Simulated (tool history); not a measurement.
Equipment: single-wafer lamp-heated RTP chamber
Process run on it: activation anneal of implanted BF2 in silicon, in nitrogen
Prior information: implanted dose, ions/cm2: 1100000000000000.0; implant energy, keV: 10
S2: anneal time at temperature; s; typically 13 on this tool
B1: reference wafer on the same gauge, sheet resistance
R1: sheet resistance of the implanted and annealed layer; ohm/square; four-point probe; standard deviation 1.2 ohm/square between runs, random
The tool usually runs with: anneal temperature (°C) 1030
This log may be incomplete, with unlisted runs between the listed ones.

{"run": 1, "hour": 0.0, "anneal temperature (°C)": 1030, "S2": 13, "B1": 231.84, "R1": 208.33}
{"run": 2, "hour": 38.6, "anneal temperature (°C)": 1030, "S2": 13, "B1": 231.96, "R1": 205.58}
{"hour": 72.1, "done": "pyrometer window cleaned and pyrometer calibrated"}
{"run": 3, "hour": 88.5, "anneal temperature (°C)": 1030, "S2": 13, "B1": 232.32, "R1": 210.32}
{"run": 4, "hour": 146.9, "anneal temperature (°C)": 1010, "S2": 13, "B1": 232.24, "R1": 244.55}
{"hour": 164.3, "done": "reflector plate cleaned"}
{"run": 5, "hour": 210.8, "anneal temperature (°C)": 1010, "S2": 13, "B1": 232.16, "R1": 249.25}
{"run": 6, "hour": 280.3, "anneal temperature (°C)": 1030, "S2": 13, "B1": 232.14, "R1": 207.99}
{"run": 7, "hour": 347.9, "anneal temperature (°C)": 1030, "S2": 13, "B1": 231.93, "R1": 203.29}
{"run": 8, "hour": 375.9, "anneal temperature (°C)": 1030, "S2": 13, "B1": 231.83, "R1": 200.99}
{"hour": 402.3, "done": "reflector plate cleaned"}
{"run": 9, "hour": 416.8, "anneal temperature (°C)": 1054, "S2": 6, "B1": 231.95, "R1": 201.78}
{"run": 10, "hour": 480.1, "anneal temperature (°C)": 1041, "S2": 16, "B1": 231.83, "R1": 180.85}
{"run": 11, "hour": 526.7, "anneal temperature (°C)": 1030, "S2": 13, "B1": 232.06, "R1": 200.1}
{"hour": 537.5, "done": "pyrometer window cleaned and pyrometer calibrated"}
{"run": 12, "hour": 567.3, "anneal temperature (°C)": 1014, "S2": 8, "B1": 232.01, "R1": 266.55}
{"hour": 607.6, "done": "reflector plate cleaned"}
{"hour": 616.2, "done": "gauge calibrated"}
{"run": 13, "hour": 625.3, "anneal temperature (°C)": 1050, "S2": 9, "B1": 231.65, "R1": 194.25}
{"run": 14, "hour": 661.7, "anneal temperature (°C)": 1030, "S2": 13, "B1": 231.54, "R1": 207.31}
{"run": 15, "hour": 713.1, "anneal temperature (°C)": 1039, "S2": 13, "B1": 231.73, "R1": 191.25}
{"run": 16, "hour": 779.6, "anneal temperature (°C)": 1019, "S2": 16, "B1": 232.16, "R1": 212.7}
{"run": 17, "hour": 809.9, "anneal temperature (°C)": 1030, "S2": 13, "B1": 231.97, "R1": 201.91}

3 options for the next run, each taken on its own from the tool as it stands now. Forecast them:
{"run": "A", "hour": 810.3, "anneal temperature (°C)": 1030, "S2": 13, "B1": "?", "R1": "?"}
{"run": "B", "hour": 810.3, "anneal temperature (°C)": 1006, "S2": 13, "B1": "?", "R1": "?"}
{"run": "C", "hour": 810.3, "anneal temperature (°C)": 1030, "S2": 6, "B1": "?", "R1": "?"}

run=A B1=232.12 R1=201.57
run=B B1=232.12 R1=248.42
run=C B1=232.12 R1=241.03
What these runs would have given with no unlogged condition in the tool:
run=A R1=214.15
run=B R1=264.34
run=C R1=255.48
